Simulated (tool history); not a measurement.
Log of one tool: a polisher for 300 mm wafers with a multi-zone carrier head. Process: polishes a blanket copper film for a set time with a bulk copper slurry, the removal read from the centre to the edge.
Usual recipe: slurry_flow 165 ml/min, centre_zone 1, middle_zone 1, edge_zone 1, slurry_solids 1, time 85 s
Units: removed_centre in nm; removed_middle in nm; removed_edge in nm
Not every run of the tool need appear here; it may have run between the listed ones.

| run | hour | slurry_flow | centre_zone | middle_zone | edge_zone | slurry_solids | time | wafers since the last listed run | wafers polished on this pad | hours since the slurry nozzle was cleaned | hours since the centre zone pressure was calibrated | hours since the edge zone pressure was calibrated | hours since the carrier head's membrane was replaced | incoming thickness of the incoming film, nm | removed_centre | removed_middle | removed_edge |
|---|---|---|---|---|---|---|---|---|---|---|---|---|---|---|---|---|---|
| 1 | 0 | 165 | 1 | 1 | 1.03 | 1 | 85 | 0 | 720 | 436.7 | 1137.8 | 92.6 | 502.2 | 3644.6 | 487.9 | 493 | 494.1 |
| 2 | 35.1 | 120 | 1 | 1 | 1.08 | 1 | 110 | 247 | 967 | 471.8 | 1172.9 | 127.7 | 537.3 | 3671.8 | 586.9 | 598.6 | 615.8 |
| 3 | 58 | 115 | 1 | 1 | 1 | 1.3 | 95 | 161 | 1129 | 494.7 | 1195.8 | 150.6 | 560.2 | 3593.2 | 518.6 | 538 | 537.7 |
| 4 | 71.5 | 165 | 1.12 | 0.93 | 1.1 | 1 | 107 | 95 | 1224 | 508.2 | 1209.3 | 164.1 | 573.7 | 3599.1 | 701.3 | 586.8 | 634.2 |
|  | 82.4 | worn pad replaced by a new one |
| 5 | 103.1 | 165 | 1 | 1 | 1 | 1 | 94 | 194 | 145 | 539.8 | 1240.9 | 195.7 | 605.3 | 3532.5 | 549.3 | 548.9 | 543.4 |
| 6 | 135.3 | 165 | 1.12 | 0.93 | 1.1 | 1 | 107 | 226 | 372 | 572 | 1273.1 | 227.9 | 637.5 | 3568 | 681.2 | 586.7 | 642.3 |
|  | 143.2 | centre zone pressure recalibrated |
| 7 | 166.4 | 165 | 1 | 1 | 1 | 1 | 85 | 204 | 577 | 603.1 | 23.2 | 259 | 668.6 | 3658.4 | 485.8 | 499.8 | 475.4 |
| 8 | 197.4 | 145 | 1 | 1 | 1 | 1 | 85 | 218 | 795 | 634.1 | 54.2 | 290 | 699.6 | 3626.2 | 488.9 | 479.8 | 476.6 |
| 9 | 248.5 | 165 | 1 | 1.06 | 0.92 | 1.25 | 85 | 359 | 1155 | 685.2 | 105.3 | 341.1 | 750.7 | 3565.9 | 515.3 | 540.5 | 482.3 |
|  | 250.3 | slurry nozzle cleaned |
|  | 256.8 | worn pad replaced by a new one |
| 10 | 277.6 | 215 | 1 | 1 | 1 | 1.25 | 85 | 169 | 146 | 27.3 | 134.4 | 370.2 | 779.8 | 3527.3 | 544.8 | 535 | 518.4 |
| 11 | 311.4 | 165 | 1 | 1.11 | 1 | 0.9 | 85 | 237 | 384 | 61.1 | 168.2 | 404 | 813.6 | 3595.5 | 484.2 | 521.8 | 477.3 |
| 12 | 329.7 | 165 | 1 | 1 | 0.9 | 1 | 101 | 128 | 512 | 79.4 | 186.5 | 422.3 | 831.9 | 3606.1 | 577.8 | 584.8 | 553.2 |
| 13 | 352.1 | 135 | 1 | 1.04 | 1.05 | 1.25 | 85 | 157 | 670 | 101.8 | 208.9 | 444.7 | 854.3 | 3642.9 | 493.3 | 505.8 | 495.6 |
|  | 357.3 | carrier head's membrane replaced by a new one |
| 14 | 372.3 | 165 | 1 | 1 | 1 | 1 | 85 | 107 | 777 | 122 | 229.1 | 464.9 | 15 | 3630.5 | 502 | 489.2 | 486.6 |
| 15 | 396.6 | 200 | 1 | 1 | 1 | 1 | 85 | 171 | 948 | 146.3 | 253.4 | 489.2 | 39.3 | 3602.6 | 521.4 | 513 | 497.5 |
| 16 | 425.2 | 165 | 1 | 1 | 0.88 | 1.1 | 59 | 201 | 1150 | 174.9 | 282 | 517.8 | 67.9 | 3524.9 | 356.1 | 345.8 | 322.2 |
| 17 | 438.9 | 115 | 0.97 | 1.06 | 1 | 1 | 85 | 96 | 1246 | 188.6 | 295.7 | 531.5 | 81.6 | 3525.2 | 444.8 | 467.9 | 461.6 |
| 18 | 452 | 165 | 1 | 0.91 | 0.93 | 0.85 | 85 | 92 | 1338 | 201.7 | 308.8 | 544.6 | 94.7 | 3552.8 | 473.4 | 446.8 | 454.4 |
| 19 | 465 | 165 | 1 | 1 | 1.06 | 1 | 85 | 91 | 1430 | 214.7 | 321.8 | 557.6 | 107.7 | 3601.9 | 499.7 | 488.4 | 490 |
|  | 476.4 | worn pad replaced by a new one |
| 20 | 548.2 | 165 | 1 | 0.93 | 1 | 1 | 85 | 557 | 505 | 297.9 | 405 | 640.8 | 190.9 | 3579.9 | 501.1 | 463.4 | 490.1 |
| 21 | 570.5 | 165 | 1.03 | 1 | 1.09 | 1 | 113 | 157 | 662 | 320.2 | 427.3 | 663.1 | 213.2 | 3550.4 | 691.1 | 653.5 | 660.9 |

Hidden state, per run?
removal rate lost through wear of the pad, %: 0, the same for each run
slurry flow missing at the pad, %: 0, the same for each run
deviation of the centre zone's pressure from its setpoint, %: 0, the same for each run
deviation of the edge zone's pressure from its setpoint, %: 0, the same for each run
